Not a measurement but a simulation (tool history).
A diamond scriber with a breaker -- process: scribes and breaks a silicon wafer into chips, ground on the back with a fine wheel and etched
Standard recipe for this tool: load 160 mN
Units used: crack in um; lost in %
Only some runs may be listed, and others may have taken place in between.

| run | hour | load | wafers since the last listed run | hours since the diamond tip was replaced | hours since the load on the tip was calibrated | incoming depth of the damage left on the back of the incoming wafer, um | crack | lost |
|---|---|---|---|---|---|---|---|---|
| 1 | 0.0 | 160 | 0 | 71.1 | 1224.0 | 0.40 | 13.52 | 1.54 |
| 2 | 318.4 | 160 | 1174 | 389.5 | 1542.4 | 0.53 | 12.79 | 2.51 |
|  | 364.3 | diamond tip replaced by a new one |
| 3 | 422.4 | 160 | 376 | 58.1 | 1646.4 | 0.58 | 11.21 | 6.49 |
| 4 | 490.6 | 160 | 251 | 126.3 | 1714.6 | 0.37 | 11.32 | 5.65 |
| 5 | 576.6 | 160 | 317 | 212.3 | 1800.6 | 0.50 | 11.06 | 8.55 |
| 6 | 616.9 | 171 | 148 | 252.6 | 1840.9 | 0.79 | 11.40 | 5.85 |
| 7 | 669.9 | 171 | 195 | 305.6 | 1893.9 | 0.45 | 11.30 | 7.12 |
|  | 726.5 | diamond tip replaced by a new one, repeated, since the last time left the tool worse |
| 8 | 742.6 | 171 | 260 | 16.1 | 1966.6 | 0.57 | 14.56 | 1.62 |
| 9 | 789.3 | 160 | 172 | 62.8 | 2013.3 | 0.42 | 13.77 | 1.41 |
|  | 853.3 | load on the tip recalibrated |
| 10 | 889.4 | 160 | 361 | 162.9 | 36.1 | 0.72 | 13.53 | 1.33 |
| 11 | 956.8 | 160 | 248 | 230.3 | 103.5 | 0.41 | 13.22 | 1.60 |
| 12 | 1000.8 | 160 | 162 | 274.3 | 147.5 | 0.31 | 13.55 | 1.71 |
| 13 | 1049.4 | 206 | 179 | 322.9 | 196.1 | 0.60 | 15.57 | 3.42 |
|  | 1092.9 | diamond tip replaced by a new one |
| 14 | 1099.3 | 195 | 176 | 6.4 | 246.0 | 0.54 | 15.70 | 3.50 |
| 15 | 1176.3 | 186 | 284 | 83.4 | 323.0 | 0.34 | 15.19 | 2.68 |
| 16 | 1262.4 | 193 | 317 | 169.5 | 409.1 | 0.63 | 15.28 | 3.24 |
| 17 | 1320.3 | 160 | 213 | 227.4 | 467.0 | 0.68 | 13.48 | 1.62 |
| 18 | 1372.6 | 160 | 192 | 279.7 | 519.3 | 0.33 | 13.09 | 1.81 |
| 19 | 1455.7 | 146 | 306 | 362.8 | 602.4 | 0.46 | 11.94 | 4.22 |
| 20 | 1533.4 | 191 | 286 | 440.5 | 680.1 | 0.51 | 13.74 | 1.44 |
|  | 1555.3 | diamond tip replaced by a new one |
| 21 | 1610.0 | 204 | 275 | 54.7 | 756.7 | 0.62 | 16.12 | 5.27 |
| 22 | 1684.5 | 184 | 274 | 129.2 | 831.2 | 0.52 | 14.66 | 2.98 |
| 23 | 1855.4 | 126 | 630 | 300.1 | 1002.1 | 0.48 | 11.02 | 7.22 |
| 24 | 1929.9 | 160 | 274 | 374.6 | 1076.6 | 0.35 | 12.68 | 2.51 |
|  | 1956.6 | diamond tip replaced by a new one |
| 25 | 2036.0 | 113 | 384 | 79.4 | 1182.7 | 0.54 | 10.42 | 10.30 |

Below, each run's measurement less what the same run would have read without the hidden state. Both values contain the same run-to-run variation, but the gauge's scatter may not be the same in both:
Unlogged tool condition in this case: share of the diamond tip's cutting effectiveness lost through wear, %; deviation of the load on the tip from its setpoint, %.
| run | crack | lost |
|---|---|---|
| 1 | -0.09 | +0.01 |
| 2 | -1.04 | +0.98 |
| 3 | -2.24 | +5.02 |
| 4 | -2.37 | +4.45 |
| 5 | -2.57 | +6.97 |
| 6 | -2.81 | +4.10 |
| 7 | -3.06 | +5.30 |
| 8 | -0.03 | -0.03 |
| 9 | -0.05 | +0.00 |
| 10 | -0.20 | +0.03 |
| 11 | -0.35 | +0.12 |
| 12 | -0.52 | +0.22 |
| 13 | -0.82 | -2.07 |
| 14 | -0.15 | -0.35 |
| 15 | -0.20 | -0.39 |
| 16 | -0.37 | -0.84 |
| 17 | -0.48 | +0.18 |
| 18 | -0.64 | +0.35 |
| 19 | -0.92 | +2.21 |
| 20 | -1.56 | -2.18 |
| 21 | -0.08 | -0.25 |
| 22 | -0.17 | -0.37 |
| 23 | -0.54 | +2.27 |
| 24 | -0.96 | +0.90 |
| 25 | -0.09 | +0.58 |
